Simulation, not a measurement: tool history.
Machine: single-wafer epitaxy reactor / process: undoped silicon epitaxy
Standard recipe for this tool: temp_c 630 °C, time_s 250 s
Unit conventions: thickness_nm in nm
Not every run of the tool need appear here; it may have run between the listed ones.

run     day  temp_c  time_s  read-back reference wafer on the same gauge, thickness_nm  thickness_nm
  1       0     630     250                                                     23.604        27.478
  2   0.296     630     250                                                     23.604        27.589
  3   1.008     630     250                                                     23.614        27.526
  4   1.608     630     250                                                     23.601        27.408
  5   2.288     630     250                                                     23.591        27.643
  6   2.946     630     250                                                     23.602        27.691
  7   3.338     640     250                                                     23.605        33.709
  8   3.738     640     250                                                     23.611        33.876
  9   4.242     630     250                                                     23.615        27.347
 10   4.729     630     250                                                     23.592        27.612
 11   5.404     630     225                                                     23.574        24.779
 12   5.933     630     250                                                     23.605        27.508
      6.079  -- gauge calibrated
 13   6.592     630     250                                                     23.602        27.629
 14     7.1     630     250                                                     23.611        27.743
 15   7.775     641     250                                                     23.596        34.577
      8.158  -- pyrometer calibrated
 16   8.179     641     250                                                     23.605        31.297
 17   8.571     641     250                                                      23.59        31.096
 18   9.008     630     261                                                     23.591        25.983
 19   9.371     630     250                                                     23.589        24.855
 20   9.783     630     250                                                     23.607        25.124
 21  10.192     630     250                                                     23.601          25.1
 22  10.929     625     227                                                     23.625         20.55
 23  11.358     617     250                                                     23.574        19.109
 24  12.042     630     250                                                     23.614        25.131
 25  12.383     618     221                                                     23.602        17.319
 26  12.862     630     250                                                     23.611         25.18
 27  13.362     638     250                                                     23.598          29.5
 28  14.088     630     250                                                     23.608        24.983
 29  14.671     637     228                                                     23.578        26.385
 30  15.188     620     266                                                     23.606        21.729
 31  15.908     620     272                                                     23.587        22.153
 32  16.221     630     250                                                     23.619        25.151
 33  16.858     630     229                                                     23.595        23.083
 34  17.221     630     250                                                     23.596        25.273
 35  17.558     630     206                                                     23.605        20.925
 36    18.1     622     290                                                      23.58        24.846
 37  18.688     638     250                                                     23.616        29.627
 38  19.392     641     295                                                     23.587        37.069
 39  20.096     644     292                                                     23.596        39.033

Run by run, hidden condition taken away, random variation retained:
Unlogged tool condition in this case: wafer temperature above the value expected at the setpoint (K); gauge reads high (%).
run  thickness_nm
  1        24.729
  2        24.822
  3        24.748
  4        24.627
  5        24.821
  6        24.848
  7          30.3
  8        30.439
  9        24.508
 10        24.734
 11        22.181
 12        24.611
 13        24.703
 14        24.792
 15        30.954
 16        31.012
 17        30.801
 18         25.72
 19        24.594
 20         24.85
 21        24.816
 22        20.301
 23        18.865
 24        24.801
 25         17.08
 26         24.83
 27        29.081
 28        24.605
 29        25.977
 30        21.369
 31        21.771
 32        24.717
 33        22.671
 34        24.813
 35        20.537
 36        24.364
 37        29.053
 38        36.331
 39        38.234
